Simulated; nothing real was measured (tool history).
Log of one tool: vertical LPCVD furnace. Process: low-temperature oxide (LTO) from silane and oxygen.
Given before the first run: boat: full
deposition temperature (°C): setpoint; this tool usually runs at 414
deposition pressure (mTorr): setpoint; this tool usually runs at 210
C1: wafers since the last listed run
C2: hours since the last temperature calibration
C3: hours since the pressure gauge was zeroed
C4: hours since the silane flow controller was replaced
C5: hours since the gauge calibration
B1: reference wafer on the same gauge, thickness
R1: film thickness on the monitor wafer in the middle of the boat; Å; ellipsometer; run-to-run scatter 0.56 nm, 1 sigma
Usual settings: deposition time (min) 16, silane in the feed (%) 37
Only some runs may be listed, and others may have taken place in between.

Run 1, day 0: usual settings but deposition pressure (mTorr) 180, deposition time (min) 12.5; C1 0; C2 2302.7; C3 1519.9; C4 2141.2; C5 1009; B1 148.15. Result: R1 1019.8 Å.
Run 2, day 0.725: usual settings; C1 153; C2 2320.1; C3 1537.3; C4 2158.6; C5 1026.4; B1 147.87. Result: R1 1524.9 Å.
Run 3, day 1.35: usual settings; C1 132; C2 2335.1; C3 1552.3; C4 2173.6; C5 1041.4; B1 148.37. Result: R1 1512.2 Å.
Run 4, day 2.004: usual settings; C1 138; C2 2350.8; C3 1568; C4 2189.3; C5 1057.1; B1 147.95. Result: R1 1518 Å.
Run 5, day 2.717: usual settings but deposition pressure (mTorr) 175; C1 151; C2 2367.9; C3 1585.1; C4 2206.4; C5 1074.2; B1 148.22. Result: R1 1264.7 Å.
Run 6, day 3.979: usual settings; C1 268; C2 2398.2; C3 1615.4; C4 2236.7; C5 1104.5; B1 147.96. Result: R1 1520.6 Å.
Run 7, day 4.696: usual settings but deposition pressure (mTorr) 230, silane in the feed (%) 33; C1 152; C2 2415.4; C3 1632.6; C4 2253.9; C5 1121.7; B1 147.91. Result: R1 1444.8 Å.
Run 8, day 6.15: usual settings; C1 308; C2 2450.3; C3 1667.5; C4 2288.8; C5 1156.6; B1 147.82. Result: R1 1528.5 Å.
At day 8.183: pressure gauge zeroed.
Run 9, day 8.204: usual settings but deposition pressure (mTorr) 175, deposition time (min) 13.5; C1 223; C2 2499.6; C3 0.5; C4 2338.1; C5 1205.9; B1 147.93. Result: R1 1074.3 Å.
Run 10, day 8.692: usual settings; C1 103; C2 2511.3; C3 12.2; C4 2349.8; C5 1217.6; B1 147.85. Result: R1 1524.7 Å.
Run 11, day 12.229: usual settings but deposition temperature (°C) 425, deposition time (min) 9.5; C1 750; C2 2596.2; C3 97.1; C4 2434.7; C5 1302.5; B1 148.29. Result: R1 1018.4 Å.
Run 12, day 12.988: usual settings but deposition temperature (°C) 425, deposition time (min) 9.5; C1 160; C2 2614.4; C3 115.3; C4 2452.9; C5 1320.7; B1 147.83. Result: R1 1019.9 Å.
At day 13.554: gauge calibrated.
Run 13, day 14.458: usual settings; C1 312; C2 2649.7; C3 150.6; C4 2488.2; C5 21.7; B1 148.15. Result: R1 1523.7 Å.
Run 14, day 15.062: usual settings but deposition pressure (mTorr) 170, deposition time (min) 10.5, silane in the feed (%) 41; C1 128; C2 2664.2; C3 165.1; C4 2502.7; C5 36.2; B1 148.1. Result: R1 910.6 Å.
Run 15, day 16.3: usual settings; C1 262; C2 2693.9; C3 194.8; C4 2532.4; C5 65.9; B1 147.82. Result: R1 1534.5 Å.
At day 17.396: thermocouples replaced and temperature profile calibrated.
Run 16, day 17.417: usual settings but silane in the feed (%) 34; C1 24; C2 0.5; C3 221.6; C4 2559.2; C5 92.7; B1 147.86. Result: R1 1387 Å.
Run 17, day 18.662: usual settings but deposition pressure (mTorr) 160, deposition time (min) 22, silane in the feed (%) 33; C1 264; C2 30.4; C3 251.5; C4 2589.1; C5 122.6; B1 148.06. Result: R1 1398.5 Å.
At day 20.042: silane flow controller replaced.
Run 18, day 20.062: usual settings but deposition temperature (°C) 419, deposition pressure (mTorr) 165; C1 84; C2 64; C3 285.1; C4 0.5; C5 156.2; B1 148.37. Result: R1 1201.9 Å.
Run 19, day 20.767: usual settings; C1 149; C2 80.9; C3 302; C4 17.4; C5 173.1; B1 148.22. Result: R1 1447.7 Å.
Run 20, day 21.912: usual settings but deposition time (min) 18, silane in the feed (%) 30; C1 243; C2 108.4; C3 329.5; C4 44.9; C5 200.6; B1 148.09. Result: R1 1220.3 Å.
Run 21, day 22.7: usual settings but deposition time (min) 14; C1 167; C2 127.3; C3 348.4; C4 63.8; C5 219.5; B1 148.06. Result: R1 1267.8 Å.
Run 22, day 23.296: usual settings but deposition temperature (°C) 424, deposition pressure (mTorr) 185; C1 126; C2 141.6; C3 362.7; C4 78.1; C5 233.8; B1 148.05. Result: R1 1414.7 Å.
Run 23, day 24.096: usual settings but deposition temperature (°C) 420, deposition pressure (mTorr) 225, deposition time (min) 19.5; C1 169; C2 160.8; C3 381.9; C4 97.3; C5 253; B1 148.04. Result: R1 2020.5 Å.
Run 24, day 25.429: usual settings but deposition pressure (mTorr) 260, silane in the feed (%) 42; C1 283; C2 192.8; C3 413.9; C4 129.3; C5 285; B1 148.05. Result: R1 2078.6 Å.
Run 25, day 26.142: usual settings but deposition temperature (°C) 418, deposition pressure (mTorr) 240, deposition time (min) 21, silane in the feed (%) 34; C1 151; C2 209.9; C3 431; C4 146.4; C5 302.1; B1 147.87. Result: R1 2033.3 Å.
Run 26, day 27.438: usual settings but deposition temperature (°C) 406, deposition pressure (mTorr) 240, deposition time (min) 10.5, silane in the feed (%) 30; C1 275; C2 241; C3 462.1; C4 177.5; C5 333.2; B1 148.1. Result: R1 749.5 Å.
Run 27, day 28.517: usual settings but deposition pressure (mTorr) 255; C1 229; C2 266.9; C3 488; C4 203.4; C5 359.1; B1 147.96. Result: R1 1752.7 Å.
Run 28, day 29.092: usual settings but deposition pressure (mTorr) 160; C1 122; C2 280.7; C3 501.8; C4 217.2; C5 372.9; B1 148.06. Result: R1 1105.7 Å.
Run 29, day 29.992: usual settings but deposition pressure (mTorr) 230; C1 191; C2 302.3; C3 523.4; C4 238.8; C5 394.5; B1 147.86. Result: R1 1595.1 Å.
Run 30, day 30.821: usual settings but deposition temperature (°C) 411, deposition time (min) 19.5; C1 176; C2 322.2; C3 543.3; C4 258.7; C5 414.4; B1 148.33. Result: R1 1707 Å.

The logged runs with the hidden state left out (each run's random variation unchanged):
Hidden state at play: true tube temperature minus thermocouple reading, K; true pressure minus gauge reading, mTorr; deviation of the silane flow from its setpoint, %; gauge reads high (%).
run      R1
  1   976.1
  2  1458.8
  3    1446
  4  1450.9
  5  1208.1
  6  1451.1
  7  1367.2
  8  1456.3
  9  1021.9
 10  1449.7
 11   967.1
 12   967.8
 13    1442
 14   869.3
 15    1450
 16  1299.9
 17  1305.9
 18    1205
 19  1451.5
 20  1224.3
 21  1271.1
 22  1418.3
 23  2025.6
 24  2082.7
 25  2038.8
 26   751.8
 27  1756.7
 28  1108.1
 29  1598.5
 30  1710.6
